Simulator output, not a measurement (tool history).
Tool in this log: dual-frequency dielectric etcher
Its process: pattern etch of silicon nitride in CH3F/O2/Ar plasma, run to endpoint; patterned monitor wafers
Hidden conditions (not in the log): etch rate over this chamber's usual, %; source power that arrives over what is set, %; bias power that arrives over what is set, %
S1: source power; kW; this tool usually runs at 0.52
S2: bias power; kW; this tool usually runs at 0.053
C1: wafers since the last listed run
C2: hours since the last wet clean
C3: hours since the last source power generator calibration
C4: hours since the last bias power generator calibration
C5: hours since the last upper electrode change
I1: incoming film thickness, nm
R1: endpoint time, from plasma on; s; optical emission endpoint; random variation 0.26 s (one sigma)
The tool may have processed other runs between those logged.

run,day,S1,S2,C1,C2,C3,C4,C5,I1,R1
1,0,0.52,0.053,0,378.4,3981.5,2362.9,2987.2,36.07,57.2
# day 1.975: wet clean of the chamber
2,1.992,0.52,0.053,372,0.4,4029.3,2410.7,3035,35.89,57.3
3,5.912,0.52,0.053,1470,94.5,4123.4,2504.8,3129.1,35.91,57.2
4,7.942,0.52,0.053,761,143.2,4172.1,2553.5,3177.8,35.77,57
5,11.738,0.52,0.053,1423,234.3,4263.2,2644.6,3268.9,35.98,57
6,14.196,0.52,0.053,922,293.3,4322.2,2703.6,3327.9,35.71,57.4
7,18.583,0.52,0.053,1645,398.6,4427.5,2808.9,3433.2,35.59,56.8
# day 20.908: wet clean of the chamber
8,21.588,0.52,0.053,751,16.3,4499.6,2881,3505.3,35.83,57.4
9,23.525,0.52,0.053,726,62.8,4546.1,2927.5,3551.8,36.04,57.5
10,27.842,0.52,0.053,1619,166.4,4649.7,3031.1,3655.4,35.99,57.4
11,29.554,0.52,0.053,642,207.5,4690.8,3072.2,3696.5,35.68,57
12,33.588,0.52,0.053,1513,304.3,4787.6,3169,3793.3,36.41,58.8
# day 35.517: source power generator calibrated
13,37.308,0.52,0.059,1333,393.6,43,3258.3,3882.6,35.95,53.5
# day 40.529: wet clean of the chamber
14,40.75,0.52,0.059,915,5.3,125.6,3340.9,3965.2,35.87,53.9
# day 47.5: upper electrode replaced
# day 49.288: bias power generator calibrated
15,49.808,0.52,0.053,2960,222.7,343,12.5,55.4,35.8,55.9
16,53.379,0.41,0.043,1339,308.4,428.7,98.2,141.1,35.54,69.5
17,55.6,0.56,0.048,833,361.7,482,151.5,194.4,35.8,54.8
18,57.829,0.52,0.053,836,415.2,535.5,205,247.9,36.08,56
# day 59.062: wet clean of the chamber
19,60.333,0.42,0.059,564,30.5,595.6,265.1,308,36.11,62.7
20,62.746,0.42,0.046,904,88.4,653.5,323,365.9,35.7,67.6
21,66.546,0.46,0.044,1425,179.6,744.7,414.2,457.1,35.67,63.9
22,70.079,0.61,0.057,1325,264.4,829.5,499,541.9,35.79,49.3
23,74.438,0.4,0.058,1634,369,934.1,603.6,646.5,35.6,64.6
# day 77.783: wet clean of the chamber
24,78.429,0.52,0.053,1122,15.5,1029.9,699.4,742.3,35.71,55.5
25,80.912,0.52,0.053,931,75.1,1089.5,759,801.9,35.89,55.8
26,82.846,0.49,0.061,725,121.5,1135.9,805.4,848.3,35.93,55.4
27,86.162,0.59,0.053,1244,201.1,1215.5,885,927.9,36.05,52
28,89.342,0.63,0.064,1192,277.4,1291.8,961.3,1004.2,35.83,47.1

What if the next run were any one of these 4? Each begins from the tool's condition after run 28:
A,89.358,0.63,0.053,6,277.8,1292.2,961.7,1004.6,35.37,?
B,89.358,0.39,0.042,6,277.8,1292.2,961.7,1004.6,35.37,?
C,89.358,0.4,0.063,6,277.8,1292.2,961.7,1004.6,35.37,?
D,89.358,0.59,0.057,6,277.8,1292.2,961.7,1004.6,35.37,?

run,R1
A,49.4
B,72.6
C,62.5
D,50.1
Without the tool's unlogged condition, the same runs would have read:
run,R1
A,48.6
B,71.4
C,61.5
D,49.3

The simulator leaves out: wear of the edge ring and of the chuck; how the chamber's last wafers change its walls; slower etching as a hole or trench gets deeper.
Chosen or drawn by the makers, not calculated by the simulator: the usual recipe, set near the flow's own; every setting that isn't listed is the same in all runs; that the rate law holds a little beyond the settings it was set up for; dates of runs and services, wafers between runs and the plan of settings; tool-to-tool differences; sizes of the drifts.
